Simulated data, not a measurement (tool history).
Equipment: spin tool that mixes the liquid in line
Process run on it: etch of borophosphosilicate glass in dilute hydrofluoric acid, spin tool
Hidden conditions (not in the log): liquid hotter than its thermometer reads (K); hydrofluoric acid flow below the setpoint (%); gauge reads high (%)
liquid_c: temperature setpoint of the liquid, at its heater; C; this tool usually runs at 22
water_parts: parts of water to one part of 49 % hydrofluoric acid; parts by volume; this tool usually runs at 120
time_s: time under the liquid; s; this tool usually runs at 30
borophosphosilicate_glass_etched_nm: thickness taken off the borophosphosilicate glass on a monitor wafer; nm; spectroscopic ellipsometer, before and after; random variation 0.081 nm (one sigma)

run   hour  liquid_c  water_parts  time_s  wafers since the last listed run  hours since the thermometer was replaced  hours since the hydrofluoric acid flow meter was replaced  hours since the gauge calibration  read-back film thickness of the borophosphosilicate glass reference wafer, read on the same gauge (nm)  borophosphosilicate_glass_etched_nm
  1      0      18.5          140      30                                 0                                    1000.9                                                      718.5                                2.5                                                                                                  139.81                                14.86
  2     18      18.5          140      30                               228                                    1018.9                                                      736.5                               20.5                                                                                                  139.71                                14.88
  3   42.9        21          120      30                               316                                    1043.8                                                      761.4                               45.4                                                                                                  139.56                                19.55
  4   99.2        22          120      30                               714                                    1100.1                                                      817.7                              101.7                                                                                                  139.26                                20.39
  5  130.1        22          120      30                               392                                      1131                                                      848.6                              132.6                                                                                                  139.13                                20.31
  6  163.2        22          120      30                               420                                    1164.1                                                      881.7                              165.7                                                                                                  138.91                                20.35
  7    195        22          120      30                               403                                    1195.9                                                      913.5                              197.5                                                                                                  138.75                                20.11
  8  219.5        22          120      20                               311                                    1220.4                                                        938                                222                                                                                                  138.57                                13.53
  9  242.1        22          120      20                               286                                      1243                                                      960.6                              244.6                                                                                                  138.46                                13.53
 10  260.1        22          120      20                               228                                      1261                                                      978.6                              262.6                                                                                                  138.35                                13.52
     273.1  -- thermometer replaced
 11  277.5        22          145      30                               208                                       4.4                                                        996                                280                                                                                                  138.27                                16.33
 12  294.4      18.5          120      40                               214                                      21.3                                                     1012.9                              296.9                                                                                                  138.18                                 23.5
 13    330      17.5          100      40                               451                                      56.9                                                     1048.5                              332.5                                                                                                  137.95                                27.41
     352.1  -- gauge calibrated
 14  359.2        22          120      40                               370                                      86.1                                                     1077.7                                7.1                                                                                                  139.64                                27.31
 15  392.4        22          170      30                               421                                     119.3                                                     1110.9                               40.3                                                                                                  139.54                                13.67
       399  -- hydrofluoric acid flow meter replaced
 16  426.4        22          170      30                               418                                     153.3                                                       27.4                               74.3                                                                                                  139.35                                13.58
 17  445.4        22          160      45                               241                                     172.3                                                       46.4                               93.3                                                                                                  139.23                                21.89
 18  458.3        20           85      30                               163                                     185.2                                                       59.3                              106.2                                                                                                  139.12                                27.41
 19  480.1      25.5          100      15                               276                                       207                                                       81.1                                128                                                                                                  139.04                                14.47
 20  502.1        22          120      30                               279                                       229                                                      103.1                                150                                                                                                  138.87                                20.18
 21  526.5        22          120      30                               309                                     253.4                                                      127.5                              174.4                                                                                                  138.77                                20.39
 22  599.1      18.5          120      30                               921                                       326                                                      200.1                                247                                                                                                  138.34                                17.52

Measured result minus the same run's result without the hidden state. Both carry the same run-to-run variation, though not necessarily the same gauge scatter:
run  borophosphosilicate_glass_etched_nm
  1                                -0.02
  2                                -0.03
  3                                -0.06
  4                                -0.11
  5                                -0.13
  6                                -0.16
  7                                -0.18
  8                                -0.14
  9                                -0.15
 10                                -0.16
 11                                 -0.2
 12                                -0.31
 13                                 -0.4
 14                                -0.06
 15                                -0.05
 16                                -0.07
 17                                -0.12
 18                                -0.17
 19                                 -0.1
 20                                -0.16
 21                                -0.18
 22                                -0.21

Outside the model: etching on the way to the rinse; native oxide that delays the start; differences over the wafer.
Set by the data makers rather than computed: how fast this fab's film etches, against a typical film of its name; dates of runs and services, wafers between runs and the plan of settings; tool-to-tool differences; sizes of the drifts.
